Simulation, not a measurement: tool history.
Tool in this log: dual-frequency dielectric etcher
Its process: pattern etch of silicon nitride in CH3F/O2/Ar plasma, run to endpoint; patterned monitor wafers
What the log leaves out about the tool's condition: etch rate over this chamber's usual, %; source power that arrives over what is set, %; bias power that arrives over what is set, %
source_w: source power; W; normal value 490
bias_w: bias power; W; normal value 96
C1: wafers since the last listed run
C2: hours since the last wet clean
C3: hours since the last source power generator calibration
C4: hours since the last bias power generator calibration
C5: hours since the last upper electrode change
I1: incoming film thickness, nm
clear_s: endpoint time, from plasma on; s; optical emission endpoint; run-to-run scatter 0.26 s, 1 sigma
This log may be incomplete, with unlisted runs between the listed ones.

Run 1, hour 0.0: usual settings but source_w 450 W; C1 0; C2 160.6; C3 2509.2; C4 1295.2; C5 4043.1; I1 42.78. Result: clear_s 49.2 s.
Run 2, hour 19.8: usual settings; C1 253; C2 180.4; C3 2529.0; C4 1315.0; C5 4062.9; I1 43.37. Result: clear_s 48.4 s.
Run 3, hour 44.8: usual settings; C1 319; C2 205.4; C3 2554.0; C4 1340.0; C5 4087.9; I1 43.04. Result: clear_s 47.6 s.
Run 4, hour 80.2: usual settings; C1 452; C2 240.8; C3 2589.4; C4 1375.4; C5 4123.3; I1 42.86. Result: clear_s 48.0 s.
Run 5, hour 107.4: usual settings; C1 347; C2 268.0; C3 2616.6; C4 1402.6; C5 4150.5; I1 42.62. Result: clear_s 48.0 s.
Run 6, hour 135.8: usual settings but bias_w 106 W; C1 363; C2 296.4; C3 2645.0; C4 1431.0; C5 4178.9; I1 43.06. Result: clear_s 46.9 s.
Run 7, hour 164.1: usual settings but bias_w 106 W; C1 361; C2 324.7; C3 2673.3; C4 1459.3; C5 4207.2; I1 43.20. Result: clear_s 47.5 s.
Run 8, hour 193.5: usual settings but source_w 560 W; C1 375; C2 354.1; C3 2702.7; C4 1488.7; C5 4236.6; I1 43.44. Result: clear_s 47.1 s.
At hour 220.8: source power generator calibrated.
Run 9, hour 223.4: usual settings but source_w 560 W; C1 331; C2 384.0; C3 2.6; C4 1518.6; C5 4266.5; I1 42.82. Result: clear_s 46.4 s.
Run 10, hour 240.8: usual settings but source_w 400 W; C1 222; C2 401.4; C3 20.0; C4 1536.0; C5 4283.9; I1 42.94. Result: clear_s 52.6 s.
At hour 279.1: wet clean of the chamber.
At hour 293.4: upper electrode replaced.
Run 11, hour 293.9: usual settings but source_w 400 W; C1 189; C2 14.8; C3 73.1; C4 1589.1; C5 0.5; I1 43.00. Result: clear_s 49.6 s.
Run 12, hour 294.2: usual settings but source_w 400 W; C1 3; C2 15.1; C3 73.4; C4 1589.4; C5 0.8; I1 42.48. Result: clear_s 49.2 s.
Run 13, hour 325.9: usual settings; C1 405; C2 46.8; C3 105.1; C4 1621.1; C5 32.5; I1 43.08. Result: clear_s 46.9 s.
Run 14, hour 346.5: usual settings; C1 263; C2 67.4; C3 125.7; C4 1641.7; C5 53.1; I1 43.15. Result: clear_s 46.6 s.
Run 15, hour 372.1: usual settings but source_w 540 W, bias_w 106 W; C1 327; C2 93.0; C3 151.3; C4 1667.3; C5 78.7; I1 43.14. Result: clear_s 44.1 s.
Run 16, hour 400.2: usual settings but source_w 580 W, bias_w 86 W; C1 359; C2 121.1; C3 179.4; C4 1695.4; C5 106.8; I1 43.12. Result: clear_s 45.8 s.
Run 17, hour 421.8: usual settings but source_w 450 W, bias_w 106 W; C1 276; C2 142.7; C3 201.0; C4 1717.0; C5 128.4; I1 42.94. Result: clear_s 46.7 s.
Run 18, hour 453.8: usual settings but source_w 410 W, bias_w 74 W; C1 409; C2 174.7; C3 233.0; C4 1749.0; C5 160.4; I1 43.18. Result: clear_s 54.6 s.
Run 19, hour 469.3: usual settings but bias_w 85 W; C1 198; C2 190.2; C3 248.5; C4 1764.5; C5 175.9; I1 42.65. Result: clear_s 49.0 s.
Run 20, hour 503.0: usual settings but bias_w 109 W; C1 430; C2 223.9; C3 282.2; C4 1798.2; C5 209.6; I1 43.30. Result: clear_s 45.7 s.
Run 21, hour 523.2: usual settings but bias_w 104 W; C1 258; C2 244.1; C3 302.4; C4 1818.4; C5 229.8; I1 43.18. Result: clear_s 46.4 s.
At hour 538.6: bias power generator calibrated.
Run 22, hour 545.0: usual settings; C1 227; C2 265.9; C3 324.2; C4 6.4; C5 251.6; I1 43.05. Result: clear_s 47.9 s.
Run 23, hour 562.4: usual settings but source_w 450 W, bias_w 120 W; C1 222; C2 283.3; C3 341.6; C4 23.8; C5 269.0; I1 43.03. Result: clear_s 45.0 s.
Run 24, hour 588.9: usual settings but bias_w 111 W; C1 338; C2 309.8; C3 368.1; C4 50.3; C5 295.5; I1 43.17. Result: clear_s 45.7 s.
Run 25, hour 609.6: usual settings; C1 264; C2 330.5; C3 388.8; C4 71.0; C5 316.2; I1 43.14. Result: clear_s 47.9 s.
Run 26, hour 635.7: usual settings; C1 333; C2 356.6; C3 414.9; C4 97.1; C5 342.3; I1 42.83. Result: clear_s 47.7 s.
Run 27, hour 665.8: usual settings but source_w 590 W, bias_w 74 W; C1 384; C2 386.7; C3 445.0; C4 127.2; C5 372.4; I1 42.78. Result: clear_s 48.9 s.
Run 28, hour 688.2: usual settings but bias_w 115 W; C1 286; C2 409.1; C3 467.4; C4 149.6; C5 394.8; I1 42.96. Result: clear_s 45.5 s.

What differs in the tool's unlogged condition from the final listed run ahead of each entry between runs to the first listed run following it?
In the gap between runs 8 and 9: source power generator calibrated (hour 220.8)
  etch rate over this chamber's usual, %: -4.06 -> -4.4
  what was measured, less what the result would be without the hidden state, clear_s: +1.9 -> +2.0 s
In the gap between runs 10 and 11: wet clean of the chamber (hour 279.1); upper electrode replaced (hour 293.4)
  etch rate over this chamber's usual, %: -4.6 -> 1.21
  what was measured, less what the result would be without the hidden state, clear_s: +2.5 -> -0.6 s
In the gap between runs 21 and 22: bias power generator calibrated (hour 538.6)
  etch rate over this chamber's usual, %: -1.44 -> -1.69
  what was measured, less what the result would be without the hidden state, clear_s: +0.7 -> +0.8 s
